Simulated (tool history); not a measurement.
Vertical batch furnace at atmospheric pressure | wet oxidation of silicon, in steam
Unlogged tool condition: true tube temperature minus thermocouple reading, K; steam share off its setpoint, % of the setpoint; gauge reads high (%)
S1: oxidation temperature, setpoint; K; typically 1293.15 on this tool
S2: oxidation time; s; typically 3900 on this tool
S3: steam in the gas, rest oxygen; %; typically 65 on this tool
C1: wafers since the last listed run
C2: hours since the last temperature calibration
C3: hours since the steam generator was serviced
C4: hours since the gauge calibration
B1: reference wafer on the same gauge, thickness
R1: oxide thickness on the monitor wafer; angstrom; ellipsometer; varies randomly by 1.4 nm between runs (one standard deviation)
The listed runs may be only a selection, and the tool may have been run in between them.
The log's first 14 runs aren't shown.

run,hour,S1,S2,S3,C1,C2,C3,C4,B1,R1
15,324.1,1310.15,2400,65,146,3456.3,2039.5,820,389.16,3649.7
16,346.7,1293.15,3900,65,187,3478.9,2062.1,842.6,389.1,4472.8
17,376,1293.15,3180,65,243,3508.2,2091.4,871.9,388.57,3928.5
18,398.2,1293.15,3900,65,184,3530.4,2113.6,894.1,388.83,4450.5
19,427.5,1293.15,3900,65,243,3559.7,2142.9,923.4,388.85,4456.3
20,462.5,1300.15,5400,53,290,3594.7,2177.9,958.4,389.05,4946.1
21,492.3,1293.15,4860,65,247,3624.5,2207.7,988.2,388.88,5077.3
22,525.1,1293.15,3900,65,272,3657.3,2240.5,1021,388.77,4470

Expected results for the next run?
23,552.2,1293.15,3900,65,225,3684.4,2267.6,1048.1,?,?

B1: 389.02
R1: 4438 angstrom
On a tool with no hidden condition, and with the same random variation, this run would have come out at R1 4689 angstrom.
